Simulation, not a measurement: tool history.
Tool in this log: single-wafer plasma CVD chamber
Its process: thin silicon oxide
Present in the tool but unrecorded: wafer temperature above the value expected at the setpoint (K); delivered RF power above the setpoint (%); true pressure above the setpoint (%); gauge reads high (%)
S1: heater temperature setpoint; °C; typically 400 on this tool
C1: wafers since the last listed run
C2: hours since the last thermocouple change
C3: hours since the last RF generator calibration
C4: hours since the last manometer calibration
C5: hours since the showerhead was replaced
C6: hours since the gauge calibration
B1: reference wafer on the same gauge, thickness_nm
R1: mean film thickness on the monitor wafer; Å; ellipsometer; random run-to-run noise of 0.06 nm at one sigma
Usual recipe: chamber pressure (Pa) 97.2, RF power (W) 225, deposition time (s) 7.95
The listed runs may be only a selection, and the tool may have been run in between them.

run 1 hour=0.0 | S1=400 chamber_pressure_(Pa)=97.2 RF_power_(W)=225 deposition_time_(s)=7.95 | C1=0 C2=408.1 C3=628.5 C4=2307.7 C5=0.5 C6=1861.6 | B1=12.605 | R1=116.09
run 2 hour=64.8 | S1=400 chamber_pressure_(Pa)=97.2 RF_power_(W)=225 deposition_time_(s)=7.95 | C1=1640 C2=472.9 C3=693.3 C4=2372.5 C5=65.3 C6=1926.4 | B1=12.607 | R1=116.24
run 3 hour=148.6 | S1=400 chamber_pressure_(Pa)=104.9 RF_power_(W)=225 deposition_time_(s)=7.95 | C1=2121 C2=556.7 C3=777.1 C4=2456.3 C5=149.1 C6=2010.2 | B1=12.597 | R1=121.28
-- hour=207.9 RF generator calibrated
run 4 hour=214.8 | S1=400 chamber_pressure_(Pa)=104.9 RF_power_(W)=225 deposition_time_(s)=7.95 | C1=1473 C2=622.9 C3=6.9 C4=2522.5 C5=215.3 C6=2076.4 | B1=12.615 | R1=120.47
run 5 hour=273.0 | S1=391 chamber_pressure_(Pa)=97.2 RF_power_(W)=225 deposition_time_(s)=7.95 | C1=1473 C2=681.1 C3=65.1 C4=2580.7 C5=273.5 C6=2134.6 | B1=12.597 | R1=116.64
run 6 hour=378.7 | S1=391 chamber_pressure_(Pa)=97.2 RF_power_(W)=225 deposition_time_(s)=7.95 | C1=2675 C2=786.8 C3=170.8 C4=2686.4 C5=379.2 C6=2240.3 | B1=12.588 | R1=116.41
run 7 hour=433.2 | S1=400 chamber_pressure_(Pa)=97.2 RF_power_(W)=205 deposition_time_(s)=6.73 | C1=1379 C2=841.3 C3=225.3 C4=2740.9 C5=433.7 C6=2294.8 | B1=12.608 | R1=93.04
-- hour=630.7 capacitance manometer re-zeroed and calibrated
run 8 hour=672.4 | S1=400 chamber_pressure_(Pa)=97.2 RF_power_(W)=190 deposition_time_(s)=7.95 | C1=5852 C2=1080.5 C3=464.5 C4=41.7 C5=672.9 C6=2534.0 | B1=12.602 | R1=107.27
run 9 hour=717.5 | S1=412 chamber_pressure_(Pa)=83.6 RF_power_(W)=200 deposition_time_(s)=7.95 | C1=1141 C2=1125.6 C3=509.6 C4=86.8 C5=718.0 C6=2579.1 | B1=12.617 | R1=101.76
run 10 hour=787.7 | S1=400 chamber_pressure_(Pa)=97.2 RF_power_(W)=225 deposition_time_(s)=7.95 | C1=1776 C2=1195.8 C3=579.8 C4=157.0 C5=788.2 C6=2649.3 | B1=12.606 | R1=118.25
run 11 hour=886.2 | S1=390 chamber_pressure_(Pa)=115.1 RF_power_(W)=205 deposition_time_(s)=8.51 | C1=2493 C2=1294.3 C3=678.3 C4=255.5 C5=886.7 C6=2747.8 | B1=12.594 | R1=132.13
run 12 hour=973.1 | S1=386 chamber_pressure_(Pa)=118.5 RF_power_(W)=195 deposition_time_(s)=9.34 | C1=2199 C2=1381.2 C3=765.2 C4=342.4 C5=973.6 C6=2834.7 | B1=12.598 | R1=142.72
run 13 hour=1049.9 | S1=389 chamber_pressure_(Pa)=97.2 RF_power_(W)=225 deposition_time_(s)=7.95 | C1=1944 C2=1458.0 C3=842.0 C4=419.2 C5=1050.4 C6=2911.5 | B1=12.605 | R1=119.58
-- hour=1112.5 RF generator calibrated
run 14 hour=1210.9 | S1=400 chamber_pressure_(Pa)=97.2 RF_power_(W)=225 deposition_time_(s)=7.95 | C1=3872 C2=1619.0 C3=98.4 C4=580.2 C5=1211.4 C6=3072.5 | B1=12.612 | R1=118.98
run 15 hour=1308.8 | S1=400 chamber_pressure_(Pa)=97.2 RF_power_(W)=225 deposition_time_(s)=7.95 | C1=2478 C2=1716.9 C3=196.3 C4=678.1 C5=1309.3 C6=3170.4 | B1=12.618 | R1=119.01
run 16 hour=1371.2 | S1=400 chamber_pressure_(Pa)=115.5 RF_power_(W)=225 deposition_time_(s)=7.48 | C1=1579 C2=1779.3 C3=258.7 C4=740.5 C5=1371.7 C6=3232.8 | B1=12.610 | R1=122.28
-- hour=1416.5 thermocouple changed; heater temperature recalibrated
run 17 hour=1436.5 | S1=391 chamber_pressure_(Pa)=97.2 RF_power_(W)=225 deposition_time_(s)=7.50 | C1=1450 C2=20.0 C3=324.0 C4=805.8 C5=1437.0 C6=3298.1 | B1=12.601 | R1=112.33
run 18 hour=1480.6 | S1=393 chamber_pressure_(Pa)=97.2 RF_power_(W)=225 deposition_time_(s)=6.73 | C1=1116 C2=64.1 C3=368.1 C4=849.9 C5=1481.1 C6=3342.2 | B1=12.603 | R1=102.70
-- hour=1483.0 gauge calibrated
-- hour=1554.9 capacitance manometer re-zeroed and calibrated, repeated, since the last time left the tool worse
run 19 hour=1559.8 | S1=400 chamber_pressure_(Pa)=97.2 RF_power_(W)=190 deposition_time_(s)=6.75 | C1=1802 C2=143.3 C3=447.3 C4=4.9 C5=1560.3 C6=76.8 | B1=12.595 | R1=87.41
run 20 hour=1604.6 | S1=405 chamber_pressure_(Pa)=79.2 RF_power_(W)=225 deposition_time_(s)=7.95 | C1=1134 C2=188.1 C3=492.1 C4=49.7 C5=1605.1 C6=121.6 | B1=12.594 | R1=102.30
run 21 hour=1699.6 | S1=404 chamber_pressure_(Pa)=111.5 RF_power_(W)=265 deposition_time_(s)=7.95 | C1=2404 C2=283.1 C3=587.1 C4=144.7 C5=1700.1 C6=216.6 | B1=12.603 | R1=132.54
run 22 hour=1761.3 | S1=412 chamber_pressure_(Pa)=83.6 RF_power_(W)=200 deposition_time_(s)=7.95 | C1=1561 C2=344.8 C3=648.8 C4=206.4 C5=1761.8 C6=278.3 | B1=12.605 | R1=98.48
run 23 hour=1823.0 | S1=400 chamber_pressure_(Pa)=97.2 RF_power_(W)=255 deposition_time_(s)=6.70 | C1=1561 C2=406.5 C3=710.5 C4=268.1 C5=1823.5 C6=340.0 | B1=12.604 | R1=102.15
run 24 hour=1896.6 | S1=400 chamber_pressure_(Pa)=82.3 RF_power_(W)=240 deposition_time_(s)=8.62 | C1=1863 C2=480.1 C3=784.1 C4=341.7 C5=1897.1 C6=413.6 | B1=12.597 | R1=118.42
run 25 hour=1937.3 | S1=400 chamber_pressure_(Pa)=90.9 RF_power_(W)=225 deposition_time_(s)=7.95 | C1=1030 C2=520.8 C3=824.8 C4=382.4 C5=1937.8 C6=454.3 | B1=12.599 | R1=110.69
run 26 hour=2030.2 | S1=400 chamber_pressure_(Pa)=97.2 RF_power_(W)=225 deposition_time_(s)=7.95 | C1=2351 C2=613.7 C3=917.7 C4=475.3 C5=2030.7 C6=547.2 | B1=12.599 | R1=115.24
run 27 hour=2120.7 | S1=400 chamber_pressure_(Pa)=97.2 RF_power_(W)=225 deposition_time_(s)=7.95 | C1=2290 C2=704.2 C3=1008.2 C4=565.8 C5=2121.2 C6=637.7 | B1=12.608 | R1=115.38
-- hour=2141.4 RF generator calibrated
run 28 hour=2170.7 | S1=400 chamber_pressure_(Pa)=85.7 RF_power_(W)=200 deposition_time_(s)=7.95 | C1=1063 C2=754.2 C3=29.3 C4=615.8 C5=2171.2 C6=687.7 | B1=12.600 | R1=101.40
run 29 hour=2265.9 | S1=400 chamber_pressure_(Pa)=97.2 RF_power_(W)=210 deposition_time_(s)=7.95 | C1=2409 C2=849.4 C3=124.5 C4=711.0 C5=2266.4 C6=782.9 | B1=12.606 | R1=110.03

3 options for the next run, each taken on its own from the tool as it stands now. Forecast them:
run A hour=2266.3 | S1=400 chamber_pressure_(Pa)=97.2 RF_power_(W)=225 deposition_time_(s)=6.71 | C1=10 C2=849.8 C3=124.9 C4=711.4 C5=2266.8 C6=783.3 | B1=? | R1=?
run B hour=2266.3 | S1=388 chamber_pressure_(Pa)=118.0 RF_power_(W)=225 deposition_time_(s)=9.27 | C1=10 C2=849.8 C3=124.9 C4=711.4 C5=2266.8 C6=783.3 | B1=? | R1=?
run C hour=2266.3 | S1=400 chamber_pressure_(Pa)=77.7 RF_power_(W)=225 deposition_time_(s)=7.95 | C1=10 C2=849.8 C3=124.9 C4=711.4 C5=2266.8 C6=783.3 | B1=? | R1=?

run=A B1=12.607 R1=98.45
run=B B1=12.607 R1=151.13
run=C B1=12.607 R1=104.33
The same runs, with their run-to-run variation unchanged, on a tool lacking any hidden condition would have given:
run=A R1=97.46
run=B R1=149.74
run=C R1=103.24
